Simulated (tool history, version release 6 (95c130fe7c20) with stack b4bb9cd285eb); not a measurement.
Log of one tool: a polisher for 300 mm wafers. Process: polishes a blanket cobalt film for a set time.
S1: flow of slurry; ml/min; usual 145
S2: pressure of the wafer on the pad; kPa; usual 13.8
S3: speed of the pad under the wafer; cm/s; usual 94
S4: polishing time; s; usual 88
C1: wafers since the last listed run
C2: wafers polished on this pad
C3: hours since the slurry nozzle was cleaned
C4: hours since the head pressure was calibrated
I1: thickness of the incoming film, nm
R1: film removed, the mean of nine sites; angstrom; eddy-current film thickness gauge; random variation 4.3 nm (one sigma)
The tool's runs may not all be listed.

| run | hour | S1 | S2 | S3 | S4 | C1 | C2 | C3 | C4 | I1 | R1 |
|---|---|---|---|---|---|---|---|---|---|---|---|
| 1 | 0 | 145 | 13.8 | 94 | 75 | 0 | 852 | 450.7 | 890.6 | 1359.4 | 3498 |
|  | 16.6 | worn pad replaced by a new one |
| 2 | 64.1 | 145 | 13.8 | 94 | 88 | 348 | 275 | 514.8 | 954.7 | 1336.5 | 4466 |
| 3 | 125.9 | 145 | 13.8 | 94 | 88 | 358 | 634 | 576.6 | 1016.5 | 1358 | 4341 |
| 4 | 140.3 | 145 | 11.7 | 94 | 88 | 83 | 718 | 591 | 1030.9 | 1353.3 | 3817 |
|  | 156.5 | worn pad replaced by a new one |
| 5 | 167.1 | 145 | 11.7 | 94 | 88 | 132 | 61 | 617.8 | 1057.7 | 1334.8 | 4028 |
| 6 | 186.6 | 145 | 13.8 | 94 | 88 | 113 | 174 | 637.3 | 1077.2 | 1331.3 | 4594 |
| 7 | 210.7 | 145 | 13.8 | 94 | 88 | 139 | 314 | 661.4 | 1101.3 | 1334.1 | 4537 |
|  | 214.8 | head pressure recalibrated |
| 8 | 246.6 | 145 | 13.8 | 94 | 88 | 196 | 511 | 697.3 | 31.8 | 1326.9 | 4407 |
| 9 | 272.2 | 145 | 13.8 | 94 | 88 | 148 | 660 | 722.9 | 57.4 | 1347 | 4243 |
| 10 | 305.2 | 170 | 13.8 | 84 | 88 | 191 | 851 | 755.9 | 90.4 | 1344 | 3737 |
|  | 314.4 | worn pad replaced by a new one, of another model than before |
|  | 316.5 | slurry nozzle cleaned |
| 11 | 334.8 | 145 | 13.8 | 104 | 111 | 142 | 112 | 18.3 | 120 | 1344.7 | 5805 |
| 12 | 358 | 145 | 9 | 114 | 88 | 134 | 247 | 41.5 | 143.2 | 1330.5 | 3199 |
| 13 | 393.1 | 145 | 13.8 | 94 | 88 | 203 | 451 | 76.6 | 178.3 | 1344.6 | 4395 |
| 14 | 405.4 | 145 | 13.8 | 94 | 88 | 71 | 522 | 88.9 | 190.6 | 1312 | 4296 |
| 15 | 431.3 | 180 | 13.8 | 74 | 62 | 150 | 672 | 114.8 | 216.5 | 1318.3 | 2760 |
|  | 437.1 | worn pad replaced by a new one |
| 16 | 444.2 | 145 | 13.8 | 94 | 88 | 51 | 41 | 127.7 | 229.4 | 1343.5 | 4528 |
| 17 | 468.1 | 145 | 13.8 | 94 | 103 | 138 | 180 | 151.6 | 253.3 | 1354.6 | 5238 |
| 18 | 501.3 | 115 | 16.5 | 78 | 88 | 192 | 372 | 184.8 | 286.5 | 1335.4 | 4828 |

Forecast each of these 5 alternatives for the next run:
| A | 501.8 | 145 | 13.8 | 94 | 88 | 2 | 375 | 185.3 | 287 | 1347.3 | ? |
| B | 501.8 | 180 | 13.8 | 104 | 67 | 2 | 375 | 185.3 | 287 | 1347.3 | ? |
| C | 501.8 | 160 | 9 | 112 | 106 | 2 | 375 | 185.3 | 287 | 1347.3 | ? |
| D | 501.8 | 100 | 9.7 | 94 | 88 | 2 | 375 | 185.3 | 287 | 1347.3 | ? |
| E | 501.8 | 145 | 12.4 | 118 | 88 | 2 | 375 | 185.3 | 287 | 1347.3 | ? |

| run | R1 |
|---|---|
| A | 4436 |
| B | 3564 |
| C | 3853 |
| D | 3107 |
| E | 4414 |
Without the tool's hidden state the same runs would have given:
| run | R1 |
|---|---|
| A | 4599 |
| B | 3695 |
| C | 3995 |
| D | 3221 |
| E | 4576 |
